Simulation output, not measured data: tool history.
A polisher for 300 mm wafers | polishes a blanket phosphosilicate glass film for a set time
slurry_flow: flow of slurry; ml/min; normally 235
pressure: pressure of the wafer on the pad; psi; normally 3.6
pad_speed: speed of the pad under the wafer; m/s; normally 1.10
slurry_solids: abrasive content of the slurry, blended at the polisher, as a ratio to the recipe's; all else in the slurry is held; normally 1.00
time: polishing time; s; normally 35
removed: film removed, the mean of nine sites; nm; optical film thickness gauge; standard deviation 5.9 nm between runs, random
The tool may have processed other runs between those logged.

run	hour	slurry_flow	pressure	pad_speed	slurry_solids	time	wafers since the last listed run	wafers polished on this pad	hours since the slurry nozzle was cleaned	hours since the head pressure was calibrated	hours since the slurry blender was calibrated	hours since the conditioning disc was replaced	incoming thickness of the incoming film, nm	removed
1	0.0	235	4.3	1.10	1.00	35	0	1129	10.3	575.8	123.4	207.7	2543.7	516.4
# hour 23.2: worn pad replaced by a new one
2	28.2	235	4.3	1.10	1.00	35	296	61	38.5	604.0	151.6	235.9	2534.9	525.0
3	57.9	235	4.3	1.10	1.00	35	363	424	68.2	633.7	181.3	265.6	2516.1	522.0
# hour 78.9: slurry blender recalibrated
4	89.8	235	3.6	1.10	1.00	35	366	791	100.1	665.6	10.9	297.5	2492.4	443.7
5	113.1	235	3.6	1.10	1.00	35	285	1076	123.4	688.9	34.2	320.8	2505.9	432.6
6	128.3	235	3.6	1.10	1.00	35	186	1262	138.6	704.1	49.4	336.0	2474.4	426.3
# hour 132.6: worn pad replaced by a new one
7	158.6	235	3.6	1.10	1.00	35	322	318	168.9	734.4	79.7	366.3	2481.0	437.2
8	175.6	235	3.6	1.10	1.00	35	208	526	185.9	751.4	96.7	383.3	2482.3	435.2
9	194.8	235	3.6	1.10	1.00	32	235	762	205.1	770.6	115.9	402.5	2512.6	386.6
10	218.7	235	3.6	1.10	1.00	35	292	1054	229.0	794.5	139.8	426.4	2546.0	443.9
11	234.7	235	3.6	1.10	0.85	35	195	1250	245.0	810.5	155.8	442.4	2471.9	390.7
# hour 248.7: worn pad replaced by a new one
# hour 250.4: head pressure recalibrated
12	255.9	235	3.6	1.10	1.00	35	189	67	266.2	5.5	177.0	463.6	2480.6	424.6
# hour 267.6: slurry nozzle cleaned
# hour 272.5: slurry blender recalibrated
13	283.2	275	3.6	1.10	1.25	35	297	365	15.6	32.8	10.7	490.9	2503.2	524.2
# hour 322.4: conditioning disc replaced and pad reconditioned
# hour 371.2: worn pad replaced by a new one
14	384.6	235	3.6	1.10	1.00	35	1168	163	117.0	134.2	112.1	62.2	2536.8	445.1
15	410.4	295	3.2	1.10	1.00	35	315	479	142.8	160.0	137.9	88.0	2499.7	406.3
16	431.2	235	3.6	1.10	1.00	35	254	734	163.6	180.8	158.7	108.8	2487.2	438.9
17	451.3	310	3.6	1.10	1.00	35	246	980	183.7	200.9	178.8	128.9	2474.8	449.3
# hour 470.1: slurry blender recalibrated
# hour 480.7: worn pad replaced by a new one
18	481.2	235	4.3	1.10	1.00	24	292	6	213.6	230.8	11.1	158.8	2510.6	343.2
19	500.6	235	4.9	1.32	0.70	35	237	243	233.0	250.2	30.5	178.2	2498.2	487.6
20	522.5	235	2.3	1.10	1.15	28	268	512	254.9	272.1	52.4	200.1	2519.6	268.6
# hour 534.6: slurry nozzle cleaned
21	547.2	235	4.7	1.10	1.00	31	290	802	12.6	296.8	77.1	224.8	2519.7	496.0
22	578.6	190	4.8	1.10	1.00	35	384	1186	44.0	328.2	108.5	256.2	2528.0	559.6
23	596.6	235	3.6	1.10	0.85	35	220	1407	62.0	346.2	126.5	274.2	2562.2	394.2

Exercise: give the hidden state of the tool at every run:
removal rate lost through wear of the pad, %: 0 across all the runs
deviation of the head's pressure from its setpoint, %: 0 across all the runs
abrasive missing from the slurry, %: 0 across all the runs
time polished since the conditioner stopped cutting, s: 0 across all the runs
H1: slurry flow missing at the pad, %
run	H1
1	5.7
2	10.1
3	14.8
4	19.7
5	23.4
6	25.8
7	30.5
8	33.2
9	36.2
10	39.9
11	42.4
12	45.7
13	5.56
14	21.4
15	25.4
16	28.7
17	31.8
18	36.5
19	39.5
20	43
21	5.89
22	10.8
23	13.6
